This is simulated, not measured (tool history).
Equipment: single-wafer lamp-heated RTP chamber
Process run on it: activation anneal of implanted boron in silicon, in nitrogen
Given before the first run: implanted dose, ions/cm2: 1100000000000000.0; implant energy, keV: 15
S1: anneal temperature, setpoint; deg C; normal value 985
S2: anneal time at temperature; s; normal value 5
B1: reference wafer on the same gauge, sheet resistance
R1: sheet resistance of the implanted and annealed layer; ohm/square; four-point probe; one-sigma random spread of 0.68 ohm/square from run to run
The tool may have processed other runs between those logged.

{"run": 1, "hour": 0.0, "S1": 1004, "S2": 4, "B1": 126.93, "R1": 119.77}
{"run": 2, "hour": 33.5, "S1": 985, "S2": 5, "B1": 126.89, "R1": 127.08}
{"run": 3, "hour": 50.5, "S1": 985, "S2": 5, "B1": 126.87, "R1": 127.5}
{"run": 4, "hour": 85.5, "S1": 985, "S2": 5, "B1": 127.13, "R1": 126}
{"run": 5, "hour": 110.2, "S1": 985, "S2": 5, "B1": 127.02, "R1": 126.43}
{"hour": 128.9, "done": "gauge calibrated"}
{"hour": 137.3, "done": "pyrometer window cleaned and pyrometer calibrated"}
{"run": 6, "hour": 139.8, "S1": 985, "S2": 5, "B1": 126.92, "R1": 133.86}
{"run": 7, "hour": 153.1, "S1": 961, "S2": 5, "B1": 127.05, "R1": 162.46}
{"run": 8, "hour": 186.8, "S1": 998, "S2": 3, "B1": 127, "R1": 125.85}
{"run": 9, "hour": 208.5, "S1": 957, "S2": 4, "B1": 126.98, "R1": 170.09}
{"hour": 221.3, "done": "reflector plate cleaned"}
{"run": 10, "hour": 240.5, "S1": 996, "S2": 7, "B1": 126.93, "R1": 124.98}
{"run": 11, "hour": 272.1, "S1": 1002, "S2": 3, "B1": 127.09, "R1": 123.9}
{"run": 12, "hour": 299.7, "S1": 985, "S2": 5, "B1": 126.79, "R1": 130.94}
{"run": 13, "hour": 318.5, "S1": 996, "S2": 7, "B1": 127.12, "R1": 123.04}
{"run": 14, "hour": 337.1, "S1": 972, "S2": 8, "B1": 127.02, "R1": 139.22}

Forecast each of these 3 alternatives for the next run:
{"run": "A", "hour": 337.5, "S1": 985, "S2": 5, "B1": "?", "R1": "?"}
{"run": "B", "hour": 337.5, "S1": 985, "S2": 3, "B1": "?", "R1": "?"}
{"run": "C", "hour": 337.5, "S1": 958, "S2": 3, "B1": "?", "R1": "?"}

run=A B1=127.14 R1=131.76
run=B B1=127.14 R1=133.72
run=C B1=127.14 R1=164.32
Take away the tool's hidden state, keep each run's random variation, and the runs would have read:
run=A R1=135.85
run=B R1=137.85
run=C R1=173.25

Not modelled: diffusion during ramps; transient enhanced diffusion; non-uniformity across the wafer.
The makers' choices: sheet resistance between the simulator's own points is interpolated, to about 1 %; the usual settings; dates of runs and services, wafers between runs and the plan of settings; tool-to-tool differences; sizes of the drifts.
